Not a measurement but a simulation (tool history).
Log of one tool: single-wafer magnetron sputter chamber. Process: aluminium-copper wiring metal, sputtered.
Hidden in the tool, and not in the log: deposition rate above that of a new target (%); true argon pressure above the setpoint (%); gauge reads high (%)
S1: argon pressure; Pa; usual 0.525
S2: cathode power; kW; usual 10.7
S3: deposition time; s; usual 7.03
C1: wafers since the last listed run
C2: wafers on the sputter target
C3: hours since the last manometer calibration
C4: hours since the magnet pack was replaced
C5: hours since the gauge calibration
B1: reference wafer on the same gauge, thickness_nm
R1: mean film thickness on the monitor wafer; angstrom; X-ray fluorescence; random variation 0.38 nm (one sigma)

Run 1, hour 0: usual settings but S2 11.8 kW, S3 6.16 s; C1 0; C2 4892; C3 1671.5; C4 11809.8; C5 538.1; B1 112.644. Result: R1 1120.17 angstrom.
Run 2, hour 33.3: usual settings but S2 11.8 kW, S3 6.16 s; C1 1034; C2 5927; C3 1704.8; C4 11843.1; C5 571.4; B1 112.624. Result: R1 1118.08 angstrom.
Run 3, hour 83.1: usual settings but S2 11.8 kW, S3 6.16 s; C1 1547; C2 7474; C3 1754.6; C4 11892.9; C5 621.2; B1 112.606. Result: R1 1113.45 angstrom.
At hour 92.1: sputter target and shields replaced.
Run 4, hour 95.2: usual settings; C1 127; C2 96; C3 1766.7; C4 11905; C5 633.3; B1 112.699. Result: R1 1152.33 angstrom.
Run 5, hour 112.5: usual settings but S1 0.636 Pa; C1 537; C2 633; C3 1784; C4 11922.3; C5 650.6; B1 112.678. Result: R1 1089.25 angstrom.
Run 6, hour 144.1: usual settings; C1 981; C2 1615; C3 1815.6; C4 11953.9; C5 682.2; B1 112.826. Result: R1 1157.43 angstrom.
Run 7, hour 162.5: usual settings; C1 571; C2 2186; C3 1834; C4 11972.3; C5 700.6; B1 112.847. Result: R1 1151.39 angstrom.
Run 8, hour 188.7: usual settings; C1 813; C2 3000; C3 1860.2; C4 11998.5; C5 726.8; B1 112.949. Result: R1 1159.42 angstrom.
At hour 200.3: capacitance manometer re-zeroed and calibrated.
Run 9, hour 221.8: usual settings; C1 779; C2 3780; C3 21.5; C4 12031.6; C5 759.9; B1 112.721. Result: R1 1153.9 angstrom.
Run 10, hour 253.5: usual settings; C1 984; C2 4765; C3 53.2; C4 12063.3; C5 791.6; B1 112.795. Result: R1 1165.34 angstrom.
Run 11, hour 274.3: usual settings but S1 0.469 Pa; C1 646; C2 5411; C3 74; C4 12084.1; C5 812.4; B1 112.96. Result: R1 1185.92 angstrom.
Run 12, hour 294.6: usual settings but S1 0.469 Pa; C1 630; C2 6042; C3 94.3; C4 12104.4; C5 832.7; B1 112.994. Result: R1 1188.73 angstrom.
At hour 310.8: sputter target and shields replaced.
Run 13, hour 316.9: usual settings but S3 7.83 s; C1 444; C2 189; C3 116.6; C4 12126.7; C5 855; B1 112.974. Result: R1 1288.54 angstrom.
Run 14, hour 336.6: usual settings; C1 611; C2 801; C3 136.3; C4 12146.4; C5 874.7; B1 113.011. Result: R1 1155.72 angstrom.
Run 15, hour 367.7: usual settings; C1 966; C2 1767; C3 167.4; C4 12177.5; C5 905.8; B1 112.92. Result: R1 1162.89 angstrom.
Run 16, hour 401.1: usual settings but S1 0.352 Pa, S3 7.67 s; C1 1037; C2 2805; C3 200.8; C4 12210.9; C5 939.2; B1 113.013. Result: R1 1386.18 angstrom.
Run 17, hour 417: usual settings; C1 493; C2 3299; C3 216.7; C4 12226.8; C5 955.1; B1 112.938. Result: R1 1158.65 angstrom.
Run 18, hour 467.4: usual settings but S1 0.354 Pa, S3 5.73 s; C1 1565; C2 4864; C3 267.1; C4 12277.2; C5 1005.5; B1 113.139. Result: R1 1036.72 angstrom.
Run 19, hour 492: usual settings; C1 764; C2 5628; C3 291.7; C4 12301.8; C5 1030.1; B1 113.146. Result: R1 1160.7 angstrom.
At hour 535.7: magnet pack replaced.
At hour 541.6: gauge calibrated.
At hour 547.4: sputter target and shields replaced.
Run 20, hour 599.6: usual settings but S1 0.7 Pa, S2 12.25 kW; C1 2845; C2 1620; C3 399.3; C4 63.9; C5 58; B1 110.949. Result: R1 1189.32 angstrom.
Run 21, hour 626: usual settings but S1 0.335 Pa, S2 11.8 kW; C1 820; C2 2440; C3 425.7; C4 90.3; C5 84.4; B1 111.141. Result: R1 1391.3 angstrom.
Run 22, hour 646.4: usual settings but S2 12.9 kW; C1 633; C2 3074; C3 446.1; C4 110.7; C5 104.8; B1 111.384. Result: R1 1373.16 angstrom.
Run 23, hour 661.8: usual settings but S2 12.55 kW, S3 7.54 s; C1 478; C2 3552; C3 461.5; C4 126.1; C5 120.2; B1 111.337. Result: R1 1435.02 angstrom.
Run 24, hour 687.8: usual settings but S1 0.412 Pa, S2 8.85 kW; C1 807; C2 4360; C3 487.5; C4 152.1; C5 146.2; B1 111.567. Result: R1 1002.59 angstrom.
Run 25, hour 712.5: usual settings but S3 6.62 s; C1 767; C2 5127; C3 512.2; C4 176.8; C5 170.9; B1 111.739. Result: R1 1080.44 angstrom.
Run 26, hour 746: usual settings; C1 1040; C2 6168; C3 545.7; C4 210.3; C5 204.4; B1 111.93. Result: R1 1149.5 angstrom.
At hour 769.3: sputter target and shields replaced.
Run 27, hour 769.8: usual settings but S1 0.466 Pa, S2 9.2 kW; C1 490; C2 16; C3 569.5; C4 234.1; C5 228.2; B1 112.151. Result: R1 1010.67 angstrom.
Run 28, hour 795.3: usual settings but S1 0.466 Pa, S2 9.2 kW; C1 792; C2 808; C3 595; C4 259.6; C5 253.7; B1 112.313. Result: R1 1014.39 angstrom.
Run 29, hour 827.4: usual settings; C1 997; C2 1805; C3 627.1; C4 291.7; C5 285.8; B1 112.319. Result: R1 1150.64 angstrom.
Run 30, hour 860.1: usual settings but S2 8.05 kW; C1 1015; C2 2821; C3 659.8; C4 324.4; C5 318.5; B1 112.439. Result: R1 860.76 angstrom.
Run 31, hour 881: usual settings but S1 0.64 Pa, S2 12.85 kW, S3 7.86 s; C1 649; C2 3470; C3 680.7; C4 345.3; C5 339.4; B1 112.536. Result: R1 1456.04 angstrom.
Run 32, hour 895: usual settings but S2 9.55 kW, S3 7.54 s; C1 434; C2 3905; C3 694.7; C4 359.3; C5 353.4; B1 112.652. Result: R1 1106.64 angstrom.
Run 33, hour 910.2: usual settings but S2 11.55 kW, S3 7.84 s; C1 472; C2 4377; C3 709.9; C4 374.5; C5 368.6; B1 112.527. Result: R1 1390.85 angstrom.
Run 34, hour 923.3: usual settings but S1 0.59 Pa, S2 9.9 kW, S3 6.53 s; C1 406; C2 4784; C3 723; C4 387.6; C5 381.7; B1 112.783. Result: R1 953.99 angstrom.
Run 35, hour 945.4: usual settings but S1 0.352 Pa, S2 12.3 kW; C1 686; C2 5471; C3 745.1; C4 409.7; C5 403.8; B1 112.815. Result: R1 1458.51 angstrom.

3 ways to go on from here, each from the tool as it stands after run 35. What would each give?
Run A, hour 945.8: usual settings; C1 12; C2 5483; C3 745.5; C4 410.1; C5 404.2; B1 ?. Result: R1 ?.
Run B, hour 945.8: usual settings but S1 0.374 Pa, S2 8.15 kW, S3 7.67 s; C1 12; C2 5483; C3 745.5; C4 410.1; C5 404.2; B1 ?. Result: R1 ?.
Run C, hour 945.8: usual settings but S1 0.426 Pa, S2 9.25 kW, S3 6.15 s; C1 12; C2 5483; C3 745.5; C4 410.1; C5 404.2; B1 ?. Result: R1 ?.

run       B1       R1
  A  112.812  1153.49
  B  112.812  1038.62
  C  112.812   919.19
Without the tool's hidden state the same runs would have given:
run       R1
  A  1125.07
  B  1013.04
  C   896.54

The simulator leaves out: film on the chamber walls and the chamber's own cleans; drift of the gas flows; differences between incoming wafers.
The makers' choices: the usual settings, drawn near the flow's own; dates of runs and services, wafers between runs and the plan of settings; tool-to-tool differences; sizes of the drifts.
